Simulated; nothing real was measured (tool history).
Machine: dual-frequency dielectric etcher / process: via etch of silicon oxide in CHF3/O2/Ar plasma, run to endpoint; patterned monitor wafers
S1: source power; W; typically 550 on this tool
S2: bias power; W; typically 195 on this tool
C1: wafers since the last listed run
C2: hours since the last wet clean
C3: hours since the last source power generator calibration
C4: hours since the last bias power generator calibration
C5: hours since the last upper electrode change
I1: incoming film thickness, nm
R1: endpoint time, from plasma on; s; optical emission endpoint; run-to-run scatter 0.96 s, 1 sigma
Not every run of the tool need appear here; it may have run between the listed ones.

| run | hour | S1 | S2 | C1 | C2 | C3 | C4 | C5 | I1 | R1 |
|---|---|---|---|---|---|---|---|---|---|---|
| 1 | 0 | 550 | 195 | 0 | 28.3 | 4575.5 | 3257.5 | 3378.9 | 630.8 | 316.5 |
| 2 | 35.7 | 550 | 195 | 216 | 64 | 4611.2 | 3293.2 | 3414.6 | 635.7 | 317.7 |
| 3 | 70.2 | 550 | 195 | 209 | 98.5 | 4645.7 | 3327.7 | 3449.1 | 636.3 | 319.1 |
| 4 | 99.7 | 550 | 195 | 179 | 128 | 4675.2 | 3357.2 | 3478.6 | 638.9 | 321.6 |
| 5 | 130.2 | 550 | 195 | 185 | 158.5 | 4705.7 | 3387.7 | 3509.1 | 644.8 | 324.6 |
| 6 | 166.1 | 520 | 160 | 217 | 194.4 | 4741.6 | 3423.6 | 3545 | 638.9 | 361.2 |
|  | 199.5 | bias power generator calibrated |
| 7 | 200 | 520 | 160 | 181 | 228.3 | 4775.5 | 0.5 | 3578.9 | 638 | 358.8 |
| 8 | 212.1 | 520 | 160 | 73 | 240.4 | 4787.6 | 12.6 | 3591 | 641.5 | 362.3 |
| 9 | 225.4 | 610 | 195 | 80 | 253.7 | 4800.9 | 25.9 | 3604.3 | 633 | 306.7 |
| 10 | 240.6 | 610 | 195 | 92 | 268.9 | 4816.1 | 41.1 | 3619.5 | 635.4 | 308.2 |
| 11 | 269.3 | 650 | 153 | 174 | 297.6 | 4844.8 | 69.8 | 3648.2 | 642.9 | 335.3 |
| 12 | 290.5 | 640 | 221 | 128 | 318.8 | 4866 | 91 | 3669.4 | 631.7 | 285.7 |
| 13 | 302.9 | 680 | 170 | 75 | 331.2 | 4878.4 | 103.4 | 3681.8 | 637.2 | 314.9 |
|  | 312.8 | source power generator calibrated |
| 14 | 327.4 | 480 | 182 | 124 | 355.7 | 14.6 | 127.9 | 3706.3 | 636.3 | 351.9 |
|  | 357.3 | upper electrode replaced |
| 15 | 358.8 | 680 | 170 | 44 | 387.1 | 46 | 159.3 | 1.5 | 640.2 | 315.8 |
| 16 | 385.5 | 690 | 147 | 162 | 413.8 | 72.7 | 186 | 28.2 | 633.6 | 332.5 |
| 17 | 419.6 | 590 | 167 | 206 | 447.9 | 106.8 | 220.1 | 62.3 | 639.9 | 338.9 |
|  | 456.2 | wet clean of the chamber |
| 18 | 491.5 | 550 | 195 | 290 | 35.3 | 178.7 | 292 | 134.2 | 638.2 | 319 |
| 19 | 514.8 | 550 | 195 | 141 | 58.6 | 202 | 315.3 | 157.5 | 632.4 | 316.7 |
| 20 | 528.8 | 460 | 195 | 84 | 72.6 | 216 | 329.3 | 171.5 | 633.7 | 343.3 |
| 21 | 593.9 | 590 | 163 | 395 | 137.7 | 281.1 | 394.4 | 236.6 | 639.6 | 337.4 |

Across each entry between runs, compare the hidden state at the last listed run before it with the hidden state at the first listed run after it:
In the gap between runs 6 and 7: bias power generator calibrated (hour 199.5)
  etch rate over this chamber's usual, %: -0.608 -> -0.752
  measured result minus the result with no hidden state, R1: +2.2 -> +2.7 s
In the gap between runs 13 and 14: source power generator calibrated (hour 312.8)
  etch rate over this chamber's usual, %: -1.19 -> -1.3
  measured result minus the result with no hidden state, R1: +3.8 -> +4.6 s
In the gap between runs 14 and 15: upper electrode replaced (hour 357.3)
  etch rate over this chamber's usual, %: -1.3 -> -1.43
  measured result minus the result with no hidden state, R1: +4.6 -> +4.6 s
In the gap between runs 17 and 18: wet clean of the chamber (hour 456.2)
  etch rate over this chamber's usual, %: -1.69 -> 0.284
  measured result minus the result with no hidden state, R1: +5.8 -> -0.9 s

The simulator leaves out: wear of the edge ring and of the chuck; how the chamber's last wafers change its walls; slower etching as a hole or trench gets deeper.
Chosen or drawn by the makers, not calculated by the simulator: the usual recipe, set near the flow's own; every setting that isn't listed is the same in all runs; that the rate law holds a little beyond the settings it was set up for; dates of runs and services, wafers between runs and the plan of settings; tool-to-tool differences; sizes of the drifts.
